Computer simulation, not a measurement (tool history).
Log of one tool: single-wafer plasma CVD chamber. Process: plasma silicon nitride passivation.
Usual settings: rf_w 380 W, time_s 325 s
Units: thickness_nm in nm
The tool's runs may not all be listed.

run,hour,rf_w,time_s,wafers since the last listed run,hours since the last RF generator calibration,hours since the showerhead was replaced,hours since the gauge calibration,"read-back reference wafer on the same gauge, thickness_nm",thickness_nm
1,0.0,360,325,0,818.9,6155.3,441.4,472.619,460.264
2,45.8,380,325,335,864.7,6201.1,487.2,471.710,466.780
3,147.5,380,325,746,966.4,6302.8,588.9,472.288,467.250
4,192.4,380,354,329,1011.3,6347.7,633.8,472.040,507.585
# hour 261.8: RF generator calibrated
5,280.6,380,354,588,18.8,6435.9,722.0,472.089,515.378
6,323.1,380,354,311,61.3,6478.4,764.5,471.991,520.401
# hour 338.1: showerhead replaced
7,387.9,380,325,416,126.1,49.8,829.3,472.147,474.959
# hour 431.3: gauge calibrated
8,470.6,345,345,606,208.8,132.5,39.3,471.976,483.716
9,559.6,380,325,652,297.8,221.5,128.3,472.098,473.987
10,608.9,380,307,361,347.1,270.8,177.6,471.627,450.346
11,686.6,355,386,570,424.8,348.5,255.3,472.211,546.146

Forecast run 12:
12,726.8,380,325,294,465.0,388.7,295.5,?,?

Run 12 gave read-back reference wafer on the same gauge, thickness_nm 471.445, thickness_nm 477.886 nm.
Without the tool's hidden state the same run would have given thickness_nm 481.173 nm.
